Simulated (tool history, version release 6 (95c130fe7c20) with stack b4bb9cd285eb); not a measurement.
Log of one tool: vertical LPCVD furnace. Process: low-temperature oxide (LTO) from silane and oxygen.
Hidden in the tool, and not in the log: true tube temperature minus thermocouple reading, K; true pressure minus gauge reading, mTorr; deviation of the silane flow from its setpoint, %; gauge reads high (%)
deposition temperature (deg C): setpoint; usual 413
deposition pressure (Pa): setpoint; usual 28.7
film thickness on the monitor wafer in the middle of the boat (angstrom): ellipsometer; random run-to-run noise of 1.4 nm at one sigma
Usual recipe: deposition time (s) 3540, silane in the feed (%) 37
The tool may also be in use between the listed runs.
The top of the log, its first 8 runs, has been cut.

| run | day | deposition temperature (deg C) | deposition pressure (Pa) | deposition time (s) | silane in the feed (%) | wafers since the last listed run | hours since the last temperature calibration | hours since the pressure gauge was zeroed | hours since the silane flow controller was replaced | hours since the gauge calibration | read-back reference wafer on the same gauge, thickness | film thickness on the monitor wafer in the middle of the boat (angstrom) |
|---|---|---|---|---|---|---|---|---|---|---|---|---|
| 9 | 11.779 | 413 | 34 | 3540 | 37 | 172 | 1826.5 | 3614.2 | 4031.3 | 702.2 | 537.8 | 6384.1 |
| 10 | 13.108 | 413 | 34 | 3540 | 37 | 338 | 1858.4 | 3646.1 | 4063.2 | 734.1 | 538.05 | 6353.8 |
| 11 | 13.638 | 413 | 28.7 | 4440 | 37 | 134 | 1871.1 | 3658.8 | 4075.9 | 746.8 | 537.81 | 6756.6 |
| 12 | 14.329 | 413 | 28.7 | 2400 | 37 | 176 | 1887.7 | 3675.4 | 4092.5 | 763.4 | 537.85 | 3645.2 |
| 13 | 15.429 | 413 | 28.7 | 4620 | 37 | 280 | 1914.1 | 3701.8 | 4118.9 | 789.8 | 537.99 | 7025.1 |
| 14 | 16.825 | 413 | 28.7 | 3540 | 34 | 355 | 1947.6 | 3735.3 | 4152.4 | 823.3 | 537.89 | 4839 |
|  | 17.712 | gauge calibrated |
|  | 17.867 | silane flow controller replaced |
| 15 | 17.888 | 413 | 22 | 3540 | 37 | 15 | 1973.1 | 3760.8 | 0.5 | 4.2 | 538.48 | 4184.2 |
| 16 | 18.996 | 413 | 28.7 | 3030 | 37 | 282 | 1999.7 | 3787.4 | 27.1 | 30.8 | 537.75 | 4640.4 |
| 17 | 20.017 | 422 | 28.7 | 3540 | 37 | 259 | 2024.2 | 3811.9 | 51.6 | 55.3 | 538.17 | 5943 |
| 18 | 21.333 | 413 | 28.7 | 2790 | 35 | 335 | 2055.8 | 3843.5 | 83.2 | 86.9 | 538.19 | 3982.1 |
|  | 23.204 | pressure gauge zeroed |
| 19 | 23.225 | 425 | 26 | 3540 | 37 | 227 | 2101.2 | 0.5 | 128.6 | 132.3 | 538.2 | 5390.8 |
| 20 | 24.088 | 413 | 28.7 | 3540 | 37 | 219 | 2121.9 | 21.2 | 149.3 | 153 | 537.99 | 5256.4 |
| 21 | 25.579 | 419 | 28.7 | 3540 | 37 | 379 | 2157.7 | 57 | 185.1 | 188.8 | 537.96 | 5598.1 |
|  | 27.517 | thermocouples replaced and temperature profile calibrated |
| 22 | 27.538 | 407 | 22 | 2190 | 35 | 244 | 0.5 | 104 | 232.1 | 235.8 | 538.23 | 2141.8 |
| 23 | 27.729 | 413 | 22 | 3540 | 40 | 48 | 5.1 | 108.6 | 236.7 | 240.4 | 537.88 | 4352.1 |
| 24 | 28.433 | 413 | 32.7 | 3540 | 37 | 179 | 22 | 125.5 | 253.6 | 257.3 | 537.8 | 5865 |
| 25 | 30.662 | 404 | 25.3 | 3540 | 37 | 567 | 75.5 | 179 | 307.1 | 310.8 | 538.15 | 4145.8 |
| 26 | 31.746 | 413 | 28.7 | 3540 | 37 | 275 | 101.5 | 205 | 333.1 | 336.8 | 537.87 | 5169.4 |
| 27 | 32.371 | 422 | 28.7 | 3540 | 41 | 159 | 116.5 | 220 | 348.1 | 351.8 | 537.92 | 6389.4 |
| 28 | 35 | 408 | 28.7 | 2640 | 32 | 669 | 179.6 | 283.1 | 411.2 | 414.9 | 537.78 | 3020.8 |
| 29 | 36.412 | 406 | 28.7 | 4020 | 37 | 359 | 213.5 | 317 | 445.1 | 448.8 | 538.34 | 5437.7 |
| 30 | 37.171 | 418 | 28.7 | 3540 | 37 | 193 | 231.7 | 335.2 | 463.3 | 467 | 538.22 | 5473.3 |
| 31 | 37.938 | 413 | 23.3 | 4590 | 41 | 195 | 250.1 | 353.6 | 481.7 | 485.4 | 537.93 | 6165.4 |
| 32 | 39.079 | 405 | 28.7 | 3540 | 32 | 290 | 277.5 | 381 | 509.1 | 512.8 | 537.97 | 3904.8 |

Here are 3 independent what-if runs from the current tool condition. What would each one return?
| A | 39.275 | 413 | 28.7 | 3540 | 37 | 49 | 282.2 | 385.7 | 513.8 | 517.5 | ? | ? |
| B | 39.275 | 401 | 31.3 | 2610 | 32 | 49 | 282.2 | 385.7 | 513.8 | 517.5 | ? | ? |
| C | 39.275 | 418 | 32 | 3900 | 37 | 49 | 282.2 | 385.7 | 513.8 | 517.5 | ? | ? |

| run | read-back reference wafer on the same gauge, thickness | film thickness on the monitor wafer in the middle of the boat (angstrom) |
|---|---|---|
| A | 537.83 | 5180 |
| B | 537.83 | 3009.6 |
| C | 537.83 | 6712.2 |
Had the tool no hidden state, the same runs would have come out as:
| run | film thickness on the monitor wafer in the middle of the boat (angstrom) |
|---|---|
| A | 5100.4 |
| B | 2962.9 |
| C | 6614.9 |
